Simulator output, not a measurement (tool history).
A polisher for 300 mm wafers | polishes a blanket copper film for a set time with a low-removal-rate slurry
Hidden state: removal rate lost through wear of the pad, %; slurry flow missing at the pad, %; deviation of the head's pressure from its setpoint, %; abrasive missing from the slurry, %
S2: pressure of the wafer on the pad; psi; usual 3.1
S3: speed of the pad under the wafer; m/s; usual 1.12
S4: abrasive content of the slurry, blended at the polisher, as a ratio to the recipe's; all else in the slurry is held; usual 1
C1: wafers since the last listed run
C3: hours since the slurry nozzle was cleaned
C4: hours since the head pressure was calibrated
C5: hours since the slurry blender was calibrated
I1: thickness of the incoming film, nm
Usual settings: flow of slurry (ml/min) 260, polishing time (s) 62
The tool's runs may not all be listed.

run 1 day=0 | flow_of_slurry_(ml/min)=260 S2=3.1 S3=1.32 S4=1 polishing_time_(s)=62 | C1=0 wafers_polished_on_this_pad=7988 C3=687.2 C4=1071.6 C5=342 | I1=1008.8 | film_removed_(Å)=2379
-- day=1.838 slurry nozzle cleaned
-- day=2.2 worn pad replaced by a new one
-- day=3.833 head pressure recalibrated
run 2 day=12.733 | flow_of_slurry_(ml/min)=260 S2=3.1 S3=1.12 S4=1 polishing_time_(s)=74 | C1=3697 wafers_polished_on_this_pad=3105 C3=261.5 C4=213.6 C5=647.6 | I1=1030.9 | film_removed_(Å)=2376
-- day=15.85 slurry blender recalibrated
run 3 day=17.879 | flow_of_slurry_(ml/min)=260 S2=3.1 S3=1.12 S4=1 polishing_time_(s)=74 | C1=1504 wafers_polished_on_this_pad=4610 C3=385 C4=337.1 C5=48.7 | I1=1020 | film_removed_(Å)=2538
run 4 day=24.458 | flow_of_slurry_(ml/min)=260 S2=3.1 S3=1.12 S4=1 polishing_time_(s)=74 | C1=1955 wafers_polished_on_this_pad=6565 C3=542.9 C4=495 C5=206.6 | I1=1020.7 | film_removed_(Å)=2513
-- day=27.912 worn pad replaced by a new one
run 5 day=28.646 | flow_of_slurry_(ml/min)=260 S2=3.1 S3=1.12 S4=1 polishing_time_(s)=62 | C1=1195 wafers_polished_on_this_pad=218 C3=643.4 C4=595.5 C5=307.1 | I1=1046.3 | film_removed_(Å)=2120
-- day=28.912 slurry nozzle cleaned
run 6 day=31.775 | flow_of_slurry_(ml/min)=260 S2=3.1 S3=1.12 S4=1 polishing_time_(s)=62 | C1=917 wafers_polished_on_this_pad=1136 C3=68.7 C4=670.6 C5=382.2 | I1=1042.1 | film_removed_(Å)=2020
run 7 day=35.725 | flow_of_slurry_(ml/min)=260 S2=3.1 S3=1.12 S4=1 polishing_time_(s)=62 | C1=1174 wafers_polished_on_this_pad=2310 C3=163.5 C4=765.4 C5=477 | I1=1038.1 | film_removed_(Å)=2044
run 8 day=37.671 | flow_of_slurry_(ml/min)=260 S2=2.4 S3=1.12 S4=1 polishing_time_(s)=62 | C1=578 wafers_polished_on_this_pad=2888 C3=210.2 C4=812.1 C5=523.7 | I1=1047.3 | film_removed_(Å)=1580
-- day=40.542 slurry blender recalibrated
run 9 day=41.004 | flow_of_slurry_(ml/min)=260 S2=3.1 S3=1.12 S4=1 polishing_time_(s)=62 | C1=965 wafers_polished_on_this_pad=3854 C3=290.2 C4=892.1 C5=11.1 | I1=1040 | film_removed_(Å)=2098
run 10 day=43.875 | flow_of_slurry_(ml/min)=290 S2=3.1 S3=0.86 S4=0.75 polishing_time_(s)=62 | C1=853 wafers_polished_on_this_pad=4707 C3=359.1 C4=961 C5=80 | I1=1040.5 | film_removed_(Å)=1626
run 11 day=46.508 | flow_of_slurry_(ml/min)=260 S2=3.1 S3=1.12 S4=1 polishing_time_(s)=62 | C1=782 wafers_polished_on_this_pad=5490 C3=422.3 C4=1024.2 C5=143.2 | I1=1014.1 | film_removed_(Å)=2104
-- day=50.275 head pressure recalibrated
run 12 day=50.425 | flow_of_slurry_(ml/min)=260 S2=3.1 S3=1.12 S4=1 polishing_time_(s)=62 | C1=1139 wafers_polished_on_this_pad=6629 C3=516.3 C4=3.6 C5=237.2 | I1=1022.4 | film_removed_(Å)=2039
run 13 day=53.571 | flow_of_slurry_(ml/min)=260 S2=3.1 S3=1.12 S4=1 polishing_time_(s)=62 | C1=935 wafers_polished_on_this_pad=7564 C3=591.8 C4=79.1 C5=312.7 | I1=1046.7 | film_removed_(Å)=2096
run 14 day=55.438 | flow_of_slurry_(ml/min)=180 S2=3.1 S3=1.12 S4=1 polishing_time_(s)=62 | C1=554 wafers_polished_on_this_pad=8119 C3=636.6 C4=123.9 C5=357.5 | I1=1020.9 | film_removed_(Å)=1951
-- day=57.788 worn pad replaced by a new one
-- day=58.683 slurry nozzle cleaned
run 15 day=59.592 | flow_of_slurry_(ml/min)=260 S2=3.1 S3=1.12 S4=1.2 polishing_time_(s)=62 | C1=1172 wafers_polished_on_this_pad=523 C3=21.8 C4=223.6 C5=457.2 | I1=1013.4 | film_removed_(Å)=2161
run 16 day=61.15 | flow_of_slurry_(ml/min)=260 S2=3.1 S3=1.12 S4=0.75 polishing_time_(s)=42 | C1=463 wafers_polished_on_this_pad=986 C3=59.2 C4=261 C5=494.6 | I1=1046.2 | film_removed_(Å)=1301
run 17 day=63.142 | flow_of_slurry_(ml/min)=190 S2=3.1 S3=1.12 S4=0.8 polishing_time_(s)=71 | C1=591 wafers_polished_on_this_pad=1578 C3=107 C4=308.8 C5=542.4 | I1=1039.1 | film_removed_(Å)=2060
-- day=64.462 slurry blender recalibrated
run 18 day=66.221 | flow_of_slurry_(ml/min)=260 S2=3.1 S3=1.12 S4=1 polishing_time_(s)=62 | C1=890 wafers_polished_on_this_pad=2468 C3=180.9 C4=382.7 C5=42.2 | I1=1032.9 | film_removed_(Å)=2151
run 19 day=67.917 | flow_of_slurry_(ml/min)=260 S2=3.1 S3=1.12 S4=0.75 polishing_time_(s)=45 | C1=504 wafers_polished_on_this_pad=2972 C3=221.6 C4=423.4 C5=82.9 | I1=1030.9 | film_removed_(Å)=1427
run 20 day=69.758 | flow_of_slurry_(ml/min)=175 S2=3.1 S3=1.12 S4=1 polishing_time_(s)=75 | C1=547 wafers_polished_on_this_pad=3520 C3=265.8 C4=467.6 C5=127.1 | I1=1045.5 | film_removed_(Å)=2403
run 21 day=74.042 | flow_of_slurry_(ml/min)=260 S2=3.9 S3=1.12 S4=1 polishing_time_(s)=47 | C1=1273 wafers_polished_on_this_pad=4793 C3=368.6 C4=570.4 C5=229.9 | I1=1048.6 | film_removed_(Å)=2020
run 22 day=77.554 | flow_of_slurry_(ml/min)=260 S2=3.1 S3=1.12 S4=1 polishing_time_(s)=62 | C1=1043 wafers_polished_on_this_pad=5837 C3=452.9 C4=654.7 C5=314.2 | I1=1038.7 | film_removed_(Å)=2085
run 23 day=81.767 | flow_of_slurry_(ml/min)=260 S2=4 S3=1.12 S4=1.15 polishing_time_(s)=62 | C1=1252 wafers_polished_on_this_pad=7089 C3=554 C4=755.8 C5=415.3 | I1=1029.9 | film_removed_(Å)=2725

The next listed run, before its measurement:
-- day=82.196 worn pad replaced by a new one
run 24 day=83.692 | flow_of_slurry_(ml/min)=340 S2=4.1 S3=1.12 S4=1 polishing_time_(s)=62 | C1=522 wafers_polished_on_this_pad=444 C3=600.2 C4=802 C5=461.5 | I1=1029.1 | film_removed_(Å)=?

{"run 24": {"film removed (Å)": 2774}}
Without the tool's hidden state the same run would have given film removed (Å) 2875.
